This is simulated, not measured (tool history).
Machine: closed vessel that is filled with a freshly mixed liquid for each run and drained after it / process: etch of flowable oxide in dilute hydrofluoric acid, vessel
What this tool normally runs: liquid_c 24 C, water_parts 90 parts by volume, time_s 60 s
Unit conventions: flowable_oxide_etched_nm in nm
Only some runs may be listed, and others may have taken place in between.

run,hour,liquid_c,water_parts,time_s,"read-back film thickness of the flowable oxide reference wafer, read on the same gauge (nm)",flowable_oxide_etched_nm
1,0,24,90,60,89.98,38.03
2,102.8,24,90,60,89.99,37.52
3,144.9,24,90,60,90,37.51
4,238,24,90,60,90,37.19
5,328.2,24,90,60,90.01,37.66
6,431.9,24,90,60,89.98,36.72
7,479.2,24,90,60,90.01,38.32
8,550.9,26.5,75,60,89.99,50.34
9,605.7,26.5,75,60,90.02,50.29
10,663.9,24,90,60,89.99,36.85
11,729,20,110,60,90.01,25.81
# hour 751.9: gauge calibrated
12,777.9,28,90,75,90.01,55.4
13,852.9,24,120,30,90.01,13.54
14,893.3,24,90,60,89.98,37.21
# hour 898.5: thermometer replaced
15,946.6,28,105,90,89.99,55.6
# hour 1003.8: hydrofluoric acid flow meter replaced
16,1011.4,24,50,60,89.98,70.69
17,1118.6,24,90,60,89.99,37.77
18,1221.9,24,90,60,90,37.4
19,1267,22,55,35,90,35.22
20,1361.6,20.5,105,60,90,27.6

Each row is a separate what-if for the run after 20, all from the same tool condition, not one after another. Results?
A,1362.3,24,90,60,?,?
B,1362.3,24,90,85,?,?
C,1362.3,22,115,70,?,?
D,1362.3,26,90,40,?,?

run,"read-back film thickness of the flowable oxide reference wafer, read on the same gauge (nm)",flowable_oxide_etched_nm
A,89.99,37.28
B,89.99,52.81
C,89.99,30.5
D,89.99,26.9
With the hidden condition removed and each run's random variation left untouched, the same runs would have given:
run,flowable_oxide_etched_nm
A,37.28
B,52.81
C,30.5
D,26.9
